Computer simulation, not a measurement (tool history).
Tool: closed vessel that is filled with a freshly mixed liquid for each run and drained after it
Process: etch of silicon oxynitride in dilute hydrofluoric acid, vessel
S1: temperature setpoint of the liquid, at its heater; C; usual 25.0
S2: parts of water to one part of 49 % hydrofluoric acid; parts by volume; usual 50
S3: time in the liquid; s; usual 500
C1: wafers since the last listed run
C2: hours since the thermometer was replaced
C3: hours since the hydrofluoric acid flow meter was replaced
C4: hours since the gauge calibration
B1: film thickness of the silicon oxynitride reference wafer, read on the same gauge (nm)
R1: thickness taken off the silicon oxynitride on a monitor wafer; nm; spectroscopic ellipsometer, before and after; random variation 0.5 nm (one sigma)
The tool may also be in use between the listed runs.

run      day    S1  S2   S3     C1      C2      C3      C4     B1      R1
  1    0.000  25.0  60  500      0   840.9  2003.7  2551.8  41.26   45.61
  2    9.562  25.0  60  500  11827  1070.4  2233.2  2781.3  41.52   46.06
  3   11.167  25.0  50  500   1984  1108.9  2271.7  2819.8  41.57   55.25
  4   14.688  25.0  50  500   4354  1193.4  2356.2  2904.3  41.69   55.49
  5   16.579  25.0  35  500   2339  1238.8  2401.6  2949.7  41.73   78.73
  6   18.475  29.0  50  500   2344  1284.3  2447.1  2995.2  41.77   67.74
      22.096  -- hydrofluoric acid flow meter replaced
  7   22.725  29.0  50  500   5205  1386.3    15.1  3097.2  41.92   66.71
  8   27.162  25.0  50  665   5488  1492.8   121.6  3203.7  42.03   74.15
  9   29.929  27.0  50  500   3421  1559.2   188.0  3270.1  42.15   61.25
 10   33.575  25.0  50  265   4509  1646.7   275.5  3357.6  42.26   30.22
 11   35.683  23.5  50  500   2607  1697.3   326.1  3408.2  42.36   51.82
      36.438  -- thermometer replaced
 12   37.804  25.0  40  795   2571    32.8   377.0  3459.1  42.42  112.49
 13   41.200  23.5  70  395   4200   114.3   458.5  3540.6  42.56   28.96
 14   42.838  25.0  40  500   2025   153.6   497.8  3579.9  42.66   72.15
 15   46.888  23.5  70  395   5009   250.8   595.0  3677.1  42.81   29.31
 16   50.696  25.0  50  500   4710   342.2   686.4  3768.5  42.93   56.94
 17   52.579  27.5  50  205   2329   387.4   731.6  3813.7  42.97   26.22
 18   57.058  25.0  50  350   5540   494.9   839.1  3921.2  43.13   40.26
 19   61.458  25.0  50  260   5442   600.5   944.7  4026.8  43.34   29.85
 20   63.483  25.0  50  230   2504   649.1   993.3  4075.4  43.44   26.50
 21   67.633  25.0  50  645   5132   748.7  1092.9  4175.0  43.63   75.05
      71.083  -- gauge calibrated
 22   71.333  23.5  65  500   4576   837.5  1181.7     6.0  39.89   36.97
 23   75.367  22.5  70  500   4988   934.3  1278.5   102.8  39.88   32.79
 24   78.792  29.0  75  690   4236  1016.5  1360.7   185.0  39.90   57.37
 25   81.200  25.0  35  500   2978  1074.3  1418.5   242.8  39.89   76.63
 26   84.788  25.0  50  500   4437  1160.4  1504.6   328.9  39.92   52.94
 27   86.542  23.5  35  355   2169  1202.5  1546.7   371.0  39.92   50.16
 28   88.079  27.5  50  375   1901  1239.4  1583.6   407.9  39.92   44.93
 29   91.200  21.0  60  600   3860  1314.3  1658.5   482.8  39.92   43.37
      93.717  -- thermometer replaced
 30   96.354  27.0  35  500   6323    63.3  1782.2   606.5  39.95   83.93
 31   98.304  23.0  70  415   2411   110.1  1829.0   653.3  39.98   28.05
 32  101.358  25.0  50  500   3777   183.4  1902.3   726.6  39.95   53.16
 33  103.217  25.0  50  595   2298   228.0  1946.9   771.2  40.02   62.56
 34  104.988  21.5  75  690   2190   270.5  1989.4   813.7  40.05   40.17

Hidden state at the last listed run before each entry between runs and at the first one after, where it differs:
Between runs 6 and 7: hydrofluoric acid flow meter replaced (day 22.096)
  gauge reads high (%): 4.46 -> 4.8
  measured less the result without the state, R1: +2.89 -> +3.06 nm
Between runs 11 and 12: thermometer replaced (day 36.438)
  gauge reads high (%): 5.88 -> 6.07
  measured less the result without the state, R1: +2.88 -> +6.44 nm
Between runs 21 and 22: gauge calibrated (day 71.083)
  gauge reads high (%): 9.01 -> -0.285
  measured less the result without the state, R1: +6.20 -> -0.10 nm
Between runs 29 and 30: thermometer replaced (day 93.717)
  gauge reads high (%): -0.16 -> -0.0873
  measured less the result without the state, R1: -0.07 -> -0.08 nm
